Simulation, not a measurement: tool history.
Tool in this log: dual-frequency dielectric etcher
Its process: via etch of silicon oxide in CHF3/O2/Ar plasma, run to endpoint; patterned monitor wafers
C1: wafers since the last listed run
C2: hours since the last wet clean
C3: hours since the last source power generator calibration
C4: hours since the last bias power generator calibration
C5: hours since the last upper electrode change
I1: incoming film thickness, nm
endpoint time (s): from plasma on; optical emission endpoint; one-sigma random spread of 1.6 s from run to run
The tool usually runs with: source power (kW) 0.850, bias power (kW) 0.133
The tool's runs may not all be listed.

run 1 hour=0.0 | source_power_(kW)=0.920 bias_power_(kW)=0.133 | C1=0 C2=70.7 C3=564.4 C4=1832.2 C5=920.9 | I1=446.7 | endpoint_time_(s)=192.1
run 2 hour=128.0 | source_power_(kW)=0.920 bias_power_(kW)=0.133 | C1=504 C2=198.7 C3=692.4 C4=1960.2 C5=1048.9 | I1=440.1 | endpoint_time_(s)=189.5
run 3 hour=158.2 | source_power_(kW)=0.920 bias_power_(kW)=0.133 | C1=118 C2=228.9 C3=722.6 C4=1990.4 C5=1079.1 | I1=443.5 | endpoint_time_(s)=187.7
run 4 hour=229.3 | source_power_(kW)=0.850 bias_power_(kW)=0.133 | C1=279 C2=300.0 C3=793.7 C4=2061.5 C5=1150.2 | I1=438.7 | endpoint_time_(s)=192.3
run 5 hour=259.2 | source_power_(kW)=0.850 bias_power_(kW)=0.133 | C1=117 C2=329.9 C3=823.6 C4=2091.4 C5=1180.1 | I1=440.8 | endpoint_time_(s)=194.8
run 6 hour=297.0 | source_power_(kW)=0.850 bias_power_(kW)=0.133 | C1=148 C2=367.7 C3=861.4 C4=2129.2 C5=1217.9 | I1=442.1 | endpoint_time_(s)=194.9
run 7 hour=321.5 | source_power_(kW)=0.850 bias_power_(kW)=0.133 | C1=96 C2=392.2 C3=885.9 C4=2153.7 C5=1242.4 | I1=440.6 | endpoint_time_(s)=195.3
-- hour=355.5 wet clean of the chamber
run 8 hour=388.5 | source_power_(kW)=0.850 bias_power_(kW)=0.133 | C1=169 C2=33.0 C3=952.9 C4=2220.7 C5=1309.4 | I1=438.2 | endpoint_time_(s)=200.0
run 9 hour=415.0 | source_power_(kW)=0.850 bias_power_(kW)=0.133 | C1=104 C2=59.5 C3=979.4 C4=2247.2 C5=1335.9 | I1=439.0 | endpoint_time_(s)=201.3
run 10 hour=448.3 | source_power_(kW)=0.850 bias_power_(kW)=0.133 | C1=131 C2=92.8 C3=1012.7 C4=2280.5 C5=1369.2 | I1=439.6 | endpoint_time_(s)=199.8
run 11 hour=475.1 | source_power_(kW)=0.850 bias_power_(kW)=0.133 | C1=105 C2=119.6 C3=1039.5 C4=2307.3 C5=1396.0 | I1=442.8 | endpoint_time_(s)=199.5
run 12 hour=519.8 | source_power_(kW)=0.850 bias_power_(kW)=0.133 | C1=176 C2=164.3 C3=1084.2 C4=2352.0 C5=1440.7 | I1=442.5 | endpoint_time_(s)=198.9
run 13 hour=556.5 | source_power_(kW)=0.850 bias_power_(kW)=0.133 | C1=144 C2=201.0 C3=1120.9 C4=2388.7 C5=1477.4 | I1=439.9 | endpoint_time_(s)=197.1
run 14 hour=627.2 | source_power_(kW)=0.850 bias_power_(kW)=0.133 | C1=278 C2=271.7 C3=1191.6 C4=2459.4 C5=1548.1 | I1=438.4 | endpoint_time_(s)=196.7
run 15 hour=679.1 | source_power_(kW)=0.850 bias_power_(kW)=0.133 | C1=204 C2=323.6 C3=1243.5 C4=2511.3 C5=1600.0 | I1=435.0 | endpoint_time_(s)=192.4
run 16 hour=717.2 | source_power_(kW)=0.850 bias_power_(kW)=0.133 | C1=150 C2=361.7 C3=1281.6 C4=2549.4 C5=1638.1 | I1=437.5 | endpoint_time_(s)=193.9
run 17 hour=749.6 | source_power_(kW)=0.850 bias_power_(kW)=0.110 | C1=127 C2=394.1 C3=1314.0 C4=2581.8 C5=1670.5 | I1=432.8 | endpoint_time_(s)=209.1
run 18 hour=786.5 | source_power_(kW)=0.660 bias_power_(kW)=0.122 | C1=145 C2=431.0 C3=1350.9 C4=2618.7 C5=1707.4 | I1=440.4 | endpoint_time_(s)=240.3
-- hour=858.3 wet clean of the chamber
run 19 hour=858.8 | source_power_(kW)=0.940 bias_power_(kW)=0.105 | C1=190 C2=0.5 C3=1423.2 C4=2691.0 C5=1779.7 | I1=436.8 | endpoint_time_(s)=209.6
run 20 hour=916.2 | source_power_(kW)=0.670 bias_power_(kW)=0.152 | C1=226 C2=57.9 C3=1480.6 C4=2748.4 C5=1837.1 | I1=448.9 | endpoint_time_(s)=230.9
-- hour=931.6 bias power generator calibrated
run 21 hour=959.5 | source_power_(kW)=0.750 bias_power_(kW)=0.151 | C1=154 C2=101.2 C3=1523.9 C4=27.9 C5=1880.4 | I1=441.4 | endpoint_time_(s)=206.8
run 22 hour=1002.3 | source_power_(kW)=0.910 bias_power_(kW)=0.116 | C1=168 C2=144.0 C3=1566.7 C4=70.7 C5=1923.2 | I1=440.8 | endpoint_time_(s)=202.0
run 23 hour=1051.3 | source_power_(kW)=0.850 bias_power_(kW)=0.133 | C1=192 C2=193.0 C3=1615.7 C4=119.7 C5=1972.2 | I1=434.5 | endpoint_time_(s)=196.4
-- hour=1090.4 upper electrode replaced
run 24 hour=1090.9 | source_power_(kW)=0.990 bias_power_(kW)=0.119 | C1=61 C2=232.6 C3=1655.3 C4=159.3 C5=0.5 | I1=439.3 | endpoint_time_(s)=191.7
run 25 hour=1243.3 | source_power_(kW)=0.930 bias_power_(kW)=0.147 | C1=600 C2=385.0 C3=1807.7 C4=311.7 C5=152.9 | I1=444.1 | endpoint_time_(s)=178.5
-- hour=1283.3 wet clean of the chamber
run 26 hour=1314.6 | source_power_(kW)=0.850 bias_power_(kW)=0.133 | C1=186 C2=31.3 C3=1879.0 C4=383.0 C5=224.2 | I1=436.6 | endpoint_time_(s)=199.5
run 27 hour=1380.7 | source_power_(kW)=0.850 bias_power_(kW)=0.133 | C1=260 C2=97.4 C3=1945.1 C4=449.1 C5=290.3 | I1=439.5 | endpoint_time_(s)=198.0
-- hour=1404.2 source power generator calibrated
run 28 hour=1433.3 | source_power_(kW)=0.980 bias_power_(kW)=0.164 | C1=191 C2=150.0 C3=29.1 C4=501.7 C5=342.9 | I1=438.0 | endpoint_time_(s)=165.4
run 29 hour=1584.4 | source_power_(kW)=0.850 bias_power_(kW)=0.158 | C1=595 C2=301.1 C3=180.2 C4=652.8 C5=494.0 | I1=442.1 | endpoint_time_(s)=183.4
run 30 hour=1642.7 | source_power_(kW)=0.850 bias_power_(kW)=0.114 | C1=229 C2=359.4 C3=238.5 C4=711.1 C5=552.3 | I1=439.7 | endpoint_time_(s)=207.9
run 31 hour=1714.7 | source_power_(kW)=0.740 bias_power_(kW)=0.110 | C1=283 C2=431.4 C3=310.5 C4=783.1 C5=624.3 | I1=435.0 | endpoint_time_(s)=228.2
run 32 hour=1759.2 | source_power_(kW)=0.850 bias_power_(kW)=0.133 | C1=175 C2=475.9 C3=355.0 C4=827.6 C5=668.8 | I1=439.4 | endpoint_time_(s)=192.4
run 33 hour=1790.4 | source_power_(kW)=0.750 bias_power_(kW)=0.133 | C1=122 C2=507.1 C3=386.2 C4=858.8 C5=700.0 | I1=437.9 | endpoint_time_(s)=208.5
-- hour=1831.7 wet clean of the chamber
run 34 hour=1832.2 | source_power_(kW)=1.020 bias_power_(kW)=0.119 | C1=70 C2=0.5 C3=428.0 C4=900.6 C5=741.8 | I1=441.8 | endpoint_time_(s)=186.5

A few steps of endpoint time (s) between consecutive runs. Split each: what settings, incoming material and random variation would produce without the hidden state, and what is left over for the hidden state, along with gauge scatter present in only one of the two compared results (measured, and without hidden state):
Hidden state present: etch rate over this chamber's usual, %; source power that arrives over what is set, %; bias power that arrives over what is set, %.
Run 7 -> 8: wet clean of the chamber. endpoint time (s) +4.7: hidden state +7.5, all else -2.8.
Run 17 -> 18: source power (kW) 0.850 -> 0.660, bias power (kW) 0.110 -> 0.122. endpoint time (s) +31.2: hidden state -1.9, all else +33.1.
Run 18 -> 19: source power (kW) 0.660 -> 0.940, bias power (kW) 0.122 -> 0.105, wet clean of the chamber. endpoint time (s) -30.7: hidden state +9.4, all else -40.1.
Run 27 -> 28: source power (kW) 0.850 -> 0.980, bias power (kW) 0.133 -> 0.164, source power generator calibrated. endpoint time (s) -32.6: hidden state -0.5, all else -32.1.
Run 31 -> 32: source power (kW) 0.740 -> 0.850, bias power (kW) 0.110 -> 0.133. endpoint time (s) -35.8: hidden state +0.8, all else -36.6.
Run 33 -> 34: source power (kW) 0.750 -> 1.020, bias power (kW) 0.133 -> 0.119, wet clean of the chamber. endpoint time (s) -22.0: hidden state +8.7, all else -30.7.
